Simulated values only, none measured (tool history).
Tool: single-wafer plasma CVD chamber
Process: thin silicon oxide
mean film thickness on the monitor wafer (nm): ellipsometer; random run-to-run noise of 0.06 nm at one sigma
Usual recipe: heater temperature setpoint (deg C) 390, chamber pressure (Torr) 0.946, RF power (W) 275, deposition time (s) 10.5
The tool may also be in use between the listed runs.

run	day	heater temperature setpoint (deg C)	chamber pressure (Torr)	RF power (W)	deposition time (s)	read-back reference wafer on the same gauge, thickness_nm	mean film thickness on the monitor wafer (nm)
1	0.000	390	0.946	275	10.5	20.711	18.863
2	0.733	390	0.946	275	10.5	20.702	18.836
3	2.029	390	0.946	275	10.5	20.688	18.960
4	2.992	379	0.946	275	10.5	20.670	19.110
5	3.750	379	0.946	275	10.5	20.698	19.168
# day 4.746: RF generator calibrated
6	4.950	379	0.946	275	10.5	20.704	19.498
7	5.875	390	0.946	275	10.5	20.685	19.323
8	7.133	390	0.946	275	10.5	20.705	19.232
9	8.533	390	0.946	275	10.5	20.694	19.270
# day 9.150: capacitance manometer re-zeroed and calibrated
10	9.412	390	0.946	275	10.5	20.726	20.571
11	10.417	390	0.946	275	10.5	20.681	20.656
# day 11.404: showerhead replaced
12	11.542	404	0.863	275	10.5	20.668	18.801
13	12.554	395	0.946	230	8.6	20.713	16.053
14	13.254	382	0.884	305	9.6	20.679	18.405
15	14.388	383	0.878	230	12.5	20.685	21.958
# day 14.662: gauge calibrated
16	15.608	390	0.946	275	10.5	20.698	20.512
17	16.592	390	0.786	275	12.1	20.703	19.902
18	17.838	390	0.946	275	10.5	20.691	20.433
19	18.892	399	0.946	225	10.5	20.677	19.303
20	19.971	390	0.731	230	10.5	20.700	15.325
21	21.296	405	1.043	275	8.4	20.695	17.276
22	21.988	398	0.946	275	11.7	20.710	22.461
# day 22.325: thermocouple changed; heater temperature recalibrated
23	25.571	404	0.867	245	9.6	20.694	16.537
24	26.912	390	0.946	275	10.5	20.698	20.197
25	27.788	390	1.131	295	10.5	20.699	23.358
26	29.079	403	0.742	300	10.5	20.707	16.432
27	29.717	401	0.946	275	10.5	20.712	20.023
28	30.233	390	0.946	275	10.5	20.689	20.030
29	31.471	394	1.056	275	12.4	20.690	25.668

What if the next run were any one of these 3? Each begins from the tool's condition after run 29:
A	31.488	390	0.946	245	10.5	?	?
B	31.488	403	1.109	275	10.5	?	?
C	31.488	395	0.775	325	10.5	?	?

run	read-back reference wafer on the same gauge, thickness_nm	mean film thickness on the monitor wafer (nm)
A	20.721	19.541
B	20.721	22.339
C	20.721	17.578
The same runs, with their run-to-run variation unchanged, on a tool lacking any hidden condition would have given:
run	mean film thickness on the monitor wafer (nm)
A	19.974
B	22.804
C	17.955
